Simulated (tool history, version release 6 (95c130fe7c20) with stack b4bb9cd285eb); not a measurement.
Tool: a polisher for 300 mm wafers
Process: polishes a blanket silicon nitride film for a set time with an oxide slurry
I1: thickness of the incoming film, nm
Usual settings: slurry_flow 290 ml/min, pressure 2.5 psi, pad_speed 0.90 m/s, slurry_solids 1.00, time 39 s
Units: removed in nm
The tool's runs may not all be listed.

run 1 day=0.000 | slurry_flow=290 pressure=2.5 pad_speed=0.64 slurry_solids=1.00 time=39 | I1=390.2 | removed=16.8
-- day=0.800 conditioning disc replaced and pad reconditioned
-- day=3.625 worn pad replaced by a new one
run 2 day=3.867 | slurry_flow=290 pressure=2.5 pad_speed=0.64 slurry_solids=1.00 time=39 | I1=384.8 | removed=16.4
run 3 day=4.983 | slurry_flow=290 pressure=2.5 pad_speed=0.64 slurry_solids=1.00 time=39 | I1=394.9 | removed=16.0
run 4 day=6.138 | slurry_flow=290 pressure=2.5 pad_speed=0.90 slurry_solids=1.00 time=39 | I1=391.2 | removed=18.8
run 5 day=6.912 | slurry_flow=290 pressure=2.0 pad_speed=0.90 slurry_solids=1.00 time=39 | I1=386.2 | removed=14.4
run 6 day=8.292 | slurry_flow=290 pressure=2.0 pad_speed=0.90 slurry_solids=1.00 time=39 | I1=392.9 | removed=14.1
-- day=9.517 conditioning disc replaced and pad reconditioned
-- day=10.438 worn pad replaced by a new one
-- day=10.825 slurry blender recalibrated
run 7 day=11.533 | slurry_flow=290 pressure=2.0 pad_speed=0.90 slurry_solids=1.00 time=39 | I1=394.3 | removed=14.9
run 8 day=13.012 | slurry_flow=290 pressure=2.5 pad_speed=0.90 slurry_solids=1.00 time=39 | I1=390.6 | removed=18.7
run 9 day=15.979 | slurry_flow=290 pressure=2.5 pad_speed=0.90 slurry_solids=1.00 time=39 | I1=388.0 | removed=18.6
-- day=17.225 worn pad replaced by a new one
run 10 day=17.283 | slurry_flow=290 pressure=2.5 pad_speed=0.90 slurry_solids=1.00 time=39 | I1=388.5 | removed=17.9
-- day=18.262 slurry nozzle cleaned
run 11 day=18.438 | slurry_flow=215 pressure=1.9 pad_speed=0.90 slurry_solids=0.75 time=52 | I1=383.9 | removed=16.4
run 12 day=19.129 | slurry_flow=290 pressure=3.2 pad_speed=0.90 slurry_solids=1.30 time=39 | I1=381.6 | removed=27.5
-- day=19.558 conditioning disc replaced and pad reconditioned
run 13 day=19.729 | slurry_flow=250 pressure=2.5 pad_speed=0.78 slurry_solids=1.00 time=39 | I1=392.8 | removed=17.6
run 14 day=21.100 | slurry_flow=290 pressure=2.5 pad_speed=0.90 slurry_solids=1.00 time=39 | I1=383.6 | removed=19.1
run 15 day=21.621 | slurry_flow=290 pressure=2.5 pad_speed=0.90 slurry_solids=0.70 time=39 | I1=395.0 | removed=15.7
run 16 day=22.446 | slurry_flow=290 pressure=2.5 pad_speed=0.90 slurry_solids=1.00 time=39 | I1=390.8 | removed=18.4
run 17 day=23.092 | slurry_flow=290 pressure=2.5 pad_speed=0.90 slurry_solids=0.75 time=29 | I1=382.1 | removed=12.0
-- day=23.525 slurry blender recalibrated
-- day=23.600 head pressure recalibrated
run 18 day=23.942 | slurry_flow=320 pressure=2.5 pad_speed=0.72 slurry_solids=0.85 time=51 | I1=388.7 | removed=21.3
run 19 day=24.662 | slurry_flow=290 pressure=3.1 pad_speed=1.06 slurry_solids=1.00 time=39 | I1=391.7 | removed=26.8
-- day=25.758 worn pad replaced by a new one
run 20 day=26.012 | slurry_flow=290 pressure=2.5 pad_speed=0.90 slurry_solids=1.00 time=39 | I1=393.5 | removed=19.5
run 21 day=27.288 | slurry_flow=345 pressure=1.9 pad_speed=0.90 slurry_solids=1.10 time=39 | I1=386.6 | removed=16.0
run 22 day=28.329 | slurry_flow=290 pressure=3.2 pad_speed=0.90 slurry_solids=0.90 time=39 | I1=389.2 | removed=23.8
run 23 day=29.025 | slurry_flow=250 pressure=2.5 pad_speed=0.78 slurry_solids=1.00 time=39 | I1=395.5 | removed=17.5
-- day=29.442 conditioning disc replaced and pad reconditioned
-- day=32.771 worn pad replaced by a new one
run 24 day=32.850 | slurry_flow=290 pressure=2.5 pad_speed=0.90 slurry_solids=1.10 time=47 | I1=389.2 | removed=23.8
run 25 day=33.817 | slurry_flow=200 pressure=2.9 pad_speed=0.90 slurry_solids=1.25 time=30 | I1=389.3 | removed=17.4
run 26 day=34.338 | slurry_flow=325 pressure=2.5 pad_speed=0.90 slurry_solids=1.00 time=39 | I1=386.9 | removed=18.7

Forecast each of these 3 alternatives for the next run:
run A day=34.354 | slurry_flow=290 pressure=2.5 pad_speed=0.70 slurry_solids=1.00 time=39 | I1=381.7 | removed=?
run B day=34.354 | slurry_flow=290 pressure=3.1 pad_speed=1.10 slurry_solids=1.00 time=31 | I1=381.7 | removed=?
run C day=34.354 | slurry_flow=330 pressure=3.1 pad_speed=1.10 slurry_solids=1.00 time=32 | I1=381.7 | removed=?

run=A removed=16.5
run=B removed=20.2
run=C removed=21.1
Without the tool's hidden state the same runs would have given:
run=A removed=17.7
run=B removed=21.6
run=C removed=22.6
